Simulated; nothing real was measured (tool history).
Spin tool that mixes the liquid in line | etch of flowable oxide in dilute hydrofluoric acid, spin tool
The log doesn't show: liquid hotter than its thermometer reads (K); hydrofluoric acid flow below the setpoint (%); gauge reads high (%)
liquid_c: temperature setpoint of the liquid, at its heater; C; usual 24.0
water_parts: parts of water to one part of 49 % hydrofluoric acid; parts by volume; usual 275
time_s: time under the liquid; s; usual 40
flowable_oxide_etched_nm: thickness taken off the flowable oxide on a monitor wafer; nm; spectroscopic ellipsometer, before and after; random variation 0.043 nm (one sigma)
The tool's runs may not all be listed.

| run | hour | liquid_c | water_parts | time_s | wafers since the last listed run | hours since the thermometer was replaced | hours since the hydrofluoric acid flow meter was replaced | hours since the gauge calibration | read-back film thickness of the flowable oxide reference wafer, read on the same gauge (nm) | flowable_oxide_etched_nm |
|---|---|---|---|---|---|---|---|---|---|---|
| 1 | 0.0 | 24.0 | 240 | 30 | 0 | 754.5 | 841.0 | 14.9 | 60.04 | 4.60 |
| 2 | 59.9 | 24.0 | 240 | 30 | 643 | 814.4 | 900.9 | 74.8 | 60.00 | 4.59 |
| 3 | 74.5 | 24.0 | 240 | 30 | 156 | 829.0 | 915.5 | 89.4 | 60.00 | 4.53 |
| 4 | 97.2 | 24.0 | 275 | 40 | 244 | 851.7 | 938.2 | 112.1 | 59.99 | 5.16 |
| 5 | 116.4 | 24.0 | 275 | 40 | 206 | 870.9 | 957.4 | 131.3 | 59.98 | 5.17 |
| 6 | 151.3 | 24.0 | 275 | 40 | 375 | 905.8 | 992.3 | 166.2 | 59.97 | 5.19 |
| 7 | 168.4 | 24.0 | 275 | 40 | 183 | 922.9 | 1009.4 | 183.3 | 59.94 | 5.14 |
|  | 193.9 | hydrofluoric acid flow meter replaced |
| 8 | 195.2 | 24.0 | 275 | 40 | 277 | 949.7 | 1.3 | 210.1 | 60.01 | 5.13 |
| 9 | 228.8 | 24.0 | 175 | 40 | 361 | 983.3 | 34.9 | 243.7 | 60.00 | 9.05 |
| 10 | 255.5 | 24.0 | 325 | 40 | 287 | 1010.0 | 61.6 | 270.4 | 60.04 | 4.20 |
| 11 | 288.2 | 22.0 | 395 | 60 | 351 | 1042.7 | 94.3 | 303.1 | 60.00 | 4.49 |
| 12 | 322.3 | 24.0 | 275 | 40 | 366 | 1076.8 | 128.4 | 337.2 | 60.00 | 5.14 |
|  | 338.3 | gauge calibrated |
| 13 | 348.4 | 29.0 | 355 | 15 | 280 | 1102.9 | 154.5 | 10.1 | 60.02 | 1.62 |
|  | 360.6 | thermometer replaced |
| 14 | 377.9 | 24.0 | 275 | 40 | 306 | 17.3 | 184.0 | 39.6 | 60.06 | 5.16 |
| 15 | 401.5 | 19.5 | 275 | 40 | 253 | 40.9 | 207.6 | 63.2 | 60.01 | 4.37 |
| 16 | 418.7 | 24.0 | 275 | 40 | 184 | 58.1 | 224.8 | 80.4 | 60.03 | 5.17 |

The next listed run, before its measurement:
| 17 | 453.8 | 24.0 | 155 | 40 | 377 | 93.2 | 259.9 | 115.5 | ? | ? |

read-back film thickness of the flowable oxide reference wafer, read on the same gauge (nm): 60.01
flowable_oxide_etched_nm: 10.35 nm
Without the tool's hidden state the same run would have given flowable_oxide_etched_nm 10.35 nm.
